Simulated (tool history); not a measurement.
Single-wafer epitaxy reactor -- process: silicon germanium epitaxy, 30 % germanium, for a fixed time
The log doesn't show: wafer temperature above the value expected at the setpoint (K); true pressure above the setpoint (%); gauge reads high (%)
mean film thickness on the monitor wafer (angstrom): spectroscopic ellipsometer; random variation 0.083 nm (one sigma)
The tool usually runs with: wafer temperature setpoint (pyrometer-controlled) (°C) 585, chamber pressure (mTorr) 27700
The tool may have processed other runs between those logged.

| run | hour | wafer temperature setpoint (pyrometer-controlled) (°C) | chamber pressure (mTorr) | wafers since the last listed run | hours since the last pyrometer calibration | hours since the last manometer calibration | hours since the showerhead was replaced | hours since the gauge calibration | read-back reference wafer on the same gauge, thickness_nm | mean film thickness on the monitor wafer (angstrom) |
|---|---|---|---|---|---|---|---|---|---|---|
| 1 | 0 | 585 | 27700 | 0 | 2016.7 | 1843.3 | 5163.2 | 110 | 65.505 | 511.92 |
| 2 | 16.3 | 585 | 27700 | 414 | 2033 | 1859.6 | 5179.5 | 126.3 | 65.478 | 510.77 |
| 3 | 26.6 | 585 | 27700 | 261 | 2043.3 | 1869.9 | 5189.8 | 136.6 | 65.504 | 510.32 |
| 4 | 41.8 | 585 | 27700 | 386 | 2058.5 | 1885.1 | 5205 | 151.8 | 65.519 | 510.15 |
| 5 | 56.7 | 585 | 27700 | 378 | 2073.4 | 1900 | 5219.9 | 166.7 | 65.487 | 509.8 |
| 6 | 70.1 | 585 | 27700 | 340 | 2086.8 | 1913.4 | 5233.3 | 180.1 | 65.507 | 512.29 |
| 7 | 85.3 | 585 | 27700 | 386 | 2102 | 1928.6 | 5248.5 | 195.3 | 65.506 | 509.11 |
|  | 103.7 | showerhead replaced |
| 8 | 104.2 | 574 | 23000 | 277 | 2120.9 | 1947.5 | 0.5 | 214.2 | 65.494 | 381.08 |
| 9 | 113.9 | 585 | 32300 | 246 | 2130.6 | 1957.2 | 10.2 | 223.9 | 65.508 | 554.32 |
|  | 119.2 | gauge calibrated |
|  | 127.7 | capacitance manometer re-zeroed and calibrated |
| 10 | 131.3 | 580 | 34200 | 238 | 2148 | 3.6 | 27.6 | 12.1 | 65.495 | 524.56 |
| 11 | 141.3 | 585 | 27700 | 254 | 2158 | 13.6 | 37.6 | 22.1 | 65.494 | 510.47 |
| 12 | 147.9 | 585 | 27700 | 167 | 2164.6 | 20.2 | 44.2 | 28.7 | 65.516 | 510.43 |
| 13 | 160.3 | 585 | 27700 | 315 | 2177 | 32.6 | 56.6 | 41.1 | 65.541 | 509.1 |
|  | 168.4 | pyrometer calibrated |
| 14 | 175.8 | 581 | 23900 | 190 | 7.4 | 48.1 | 72.1 | 56.6 | 65.492 | 474.82 |
| 15 | 188.4 | 585 | 34000 | 320 | 20 | 60.7 | 84.7 | 69.2 | 65.47 | 611.98 |
| 16 | 198.6 | 596 | 34000 | 259 | 30.2 | 70.9 | 94.9 | 79.4 | 65.486 | 733.52 |
| 17 | 212 | 577 | 33000 | 340 | 43.6 | 84.3 | 108.3 | 92.8 | 65.513 | 525.57 |
| 18 | 218.7 | 580 | 21300 | 170 | 50.3 | 91 | 115 | 99.5 | 65.506 | 432.69 |

Here are 3 independent what-if runs from the current tool condition. What would each one return?
| A | 219.1 | 585 | 30100 | 10 | 50.7 | 91.4 | 115.4 | 99.9 | ? | ? |
| B | 219.1 | 597 | 27700 | 10 | 50.7 | 91.4 | 115.4 | 99.9 | ? | ? |
| C | 219.1 | 596 | 34300 | 10 | 50.7 | 91.4 | 115.4 | 99.9 | ? | ? |

| run | read-back reference wafer on the same gauge, thickness_nm | mean film thickness on the monitor wafer (angstrom) |
|---|---|---|
| A | 65.487 | 572.25 |
| B | 65.487 | 667.09 |
| C | 65.487 | 733.69 |
The same runs, with their run-to-run variation unchanged, on a tool lacking any hidden condition would have given:
| run | mean film thickness on the monitor wafer (angstrom) |
|---|---|
| A | 579.21 |
| B | 675.01 |
| C | 742.43 |
